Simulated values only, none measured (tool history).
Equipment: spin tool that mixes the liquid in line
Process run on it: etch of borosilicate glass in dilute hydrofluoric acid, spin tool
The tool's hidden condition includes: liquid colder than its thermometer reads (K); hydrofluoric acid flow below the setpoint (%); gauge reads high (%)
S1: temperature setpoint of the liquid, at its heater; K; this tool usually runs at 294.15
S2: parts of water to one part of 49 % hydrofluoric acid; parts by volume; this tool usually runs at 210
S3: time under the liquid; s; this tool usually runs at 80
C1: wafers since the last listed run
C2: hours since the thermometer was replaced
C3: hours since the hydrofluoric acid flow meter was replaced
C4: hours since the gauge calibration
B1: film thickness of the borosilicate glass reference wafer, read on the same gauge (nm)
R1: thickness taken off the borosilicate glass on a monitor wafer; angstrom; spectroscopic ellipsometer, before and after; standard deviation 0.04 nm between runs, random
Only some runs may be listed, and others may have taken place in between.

run,hour,S1,S2,S3,C1,C2,C3,C4,B1,R1
1,0,296.15,210,105,0,335.6,337.8,606.9,79.42,157.5
2,72.1,296.15,210,105,711,407.7,409.9,679,79.37,157.1
3,127,294.15,210,80,541,462.6,464.8,733.9,79.3,110.5
4,182,294.15,210,80,542,517.6,519.8,788.9,79.25,110.9
5,275.8,294.15,210,80,925,611.4,613.6,882.7,79.15,111.4
6,324.9,294.15,210,80,484,660.5,662.7,931.8,79.14,110.5
7,405,294.15,210,80,790,740.6,742.8,1011.9,79.02,110.8
# hour 411.6: thermometer replaced
8,455.9,293.15,295,80,492,44.3,793.7,1062.8,78.94,69.4
9,513.6,293.15,295,80,569,102,851.4,1120.5,78.85,69.7
10,590.1,297.15,210,60,754,178.5,927.9,1197,78.8,92.4
11,651.5,297.15,210,60,605,239.9,989.3,1258.4,78.75,92.4
12,742.4,297.15,210,60,896,330.8,1080.2,1349.3,78.65,92.1
13,837.4,294.15,210,80,937,425.8,1175.2,1444.3,78.54,109.7
14,928.8,294.15,210,80,901,517.2,1266.6,1535.7,78.43,109.9
15,973.5,294.15,210,80,441,561.9,1311.3,1580.4,78.39,110
# hour 1034.3: gauge calibrated
16,1092.2,294.15,210,80,1171,680.6,1430,57.9,79.7,111.5
17,1129,299.15,255,120,363,717.4,1466.8,94.7,79.65,157
# hour 1195.2: thermometer replaced
# hour 1205.1: hydrofluoric acid flow meter replaced
18,1225.5,290.15,300,65,932,30.3,20.4,191.2,79.59,50.1
19,1275,292.65,110,45,488,79.8,69.9,240.7,79.51,125.1
20,1363.5,294.15,175,105,873,168.3,158.4,329.2,79.45,181.3
21,1429.7,294.15,210,80,653,234.5,224.6,395.4,79.35,111.6
22,1502.2,294.15,105,80,715,307,297.1,467.9,79.28,248.2
23,1579.6,292.15,255,80,763,384.4,374.5,545.3,79.2,80.9
24,1654.4,297.65,210,125,737,459.2,449.3,620.1,79.11,198.7
25,1761.5,294.15,210,35,1056,566.3,556.4,727.2,79.01,48.1
26,1816.7,294.15,315,80,544,621.5,611.6,782.4,78.95,66.7
# hour 1828.4: thermometer replaced
27,1910,294.15,210,80,910,81.6,704.9,875.7,78.87,110.5
28,1956.3,294.15,210,80,456,127.9,751.2,922,78.82,110.3
29,2056.5,290.15,210,80,988,228.1,851.4,1022.2,78.68,93.8
30,2130.2,294.15,210,60,727,301.8,925.1,1095.9,78.63,82.6
31,2193.1,297.65,160,120,620,364.7,988,1158.8,78.57,258.9
32,2252.7,298.65,135,55,588,424.3,1047.6,1218.4,78.49,151.2
33,2297.5,294.15,210,80,442,469.1,1092.4,1263.2,78.47,109.6

The same runs without the tool's hidden state, with the same run-to-run variation:
run,R1
1,158.6
2,158.4
3,111.4
4,111.9
5,112.6
6,111.8
7,112.2
8,70.4
9,70.7
10,93.8
11,93.9
12,93.7
13,111.8
14,112.1
15,112.2
16,111.9
17,157.7
18,50.4
19,125.8
20,182.6
21,112.5
22,250.5
23,81.7
24,200.9
25,48.7
26,67.6
27,112.1
28,112
29,95.3
30,84
31,263.6
32,154.1
33,111.7

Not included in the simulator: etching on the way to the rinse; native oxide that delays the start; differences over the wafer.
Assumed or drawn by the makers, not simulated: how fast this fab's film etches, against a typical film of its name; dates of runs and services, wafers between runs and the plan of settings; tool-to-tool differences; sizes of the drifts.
